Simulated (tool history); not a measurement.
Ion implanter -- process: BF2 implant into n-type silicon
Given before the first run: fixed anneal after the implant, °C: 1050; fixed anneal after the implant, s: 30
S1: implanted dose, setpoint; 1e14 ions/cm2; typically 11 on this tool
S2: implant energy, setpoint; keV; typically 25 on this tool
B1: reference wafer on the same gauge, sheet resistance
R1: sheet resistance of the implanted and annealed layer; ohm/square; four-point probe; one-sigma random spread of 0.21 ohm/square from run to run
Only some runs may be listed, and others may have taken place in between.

run 1 hour=0 | S1=9.26 S2=25 | B1=138.01 | R1=142.31
run 2 hour=6.7 | S1=11 S2=25 | B1=137.94 | R1=126.3
run 3 hour=15.2 | S1=11 S2=25 | B1=138.03 | R1=126.66
run 4 hour=26.3 | S1=11 S2=25 | B1=138.02 | R1=126.7
run 5 hour=38.6 | S1=13.32 S2=32 | B1=137.86 | R1=106.69
run 6 hour=45.7 | S1=13.32 S2=32 | B1=138.03 | R1=106.49
run 7 hour=55 | S1=11 S2=25 | B1=138.06 | R1=126.17
run 8 hour=66.3 | S1=9.11 S2=25 | B1=137.9 | R1=143.56
run 9 hour=83.2 | S1=11.93 S2=21 | B1=138.01 | R1=126.2
run 10 hour=97.4 | S1=11.93 S2=21 | B1=137.99 | R1=125.98
run 11 hour=107.9 | S1=11 S2=25 | B1=137.93 | R1=126.26
run 12 hour=116.5 | S1=11 S2=25 | B1=137.96 | R1=125.76
run 13 hour=134 | S1=11 S2=25 | B1=137.95 | R1=125.76
-- hour=137.8 gauge calibrated
run 14 hour=149.5 | S1=10.11 S2=32 | B1=137.98 | R1=126.33
run 15 hour=164.5 | S1=10.02 S2=20.5 | B1=137.93 | R1=139.51
-- hour=189.7 extraction supply calibrated
run 16 hour=190.2 | S1=11 S2=25 | B1=138.03 | R1=125.74
run 17 hour=192 | S1=11 S2=17 | B1=138.11 | R1=138.12
run 18 hour=199.7 | S1=9.46 S2=30.5 | B1=138.14 | R1=133.52
run 19 hour=218.9 | S1=13.93 S2=30.5 | B1=138 | R1=104.86
-- hour=246 Faraday cup replaced and dose calibrated
run 20 hour=262.7 | S1=9.47 S2=22 | B1=138.05 | R1=146.77

Expected results for the next run?
run 21 hour=277.6 | S1=11 S2=32 | B1=? | R1=?

B1: 138.03
R1: 122.28 ohm/square
Take away the tool's hidden state, keep the run-to-run variation as it was, and the same run would have given R1 122.02 ohm/square.

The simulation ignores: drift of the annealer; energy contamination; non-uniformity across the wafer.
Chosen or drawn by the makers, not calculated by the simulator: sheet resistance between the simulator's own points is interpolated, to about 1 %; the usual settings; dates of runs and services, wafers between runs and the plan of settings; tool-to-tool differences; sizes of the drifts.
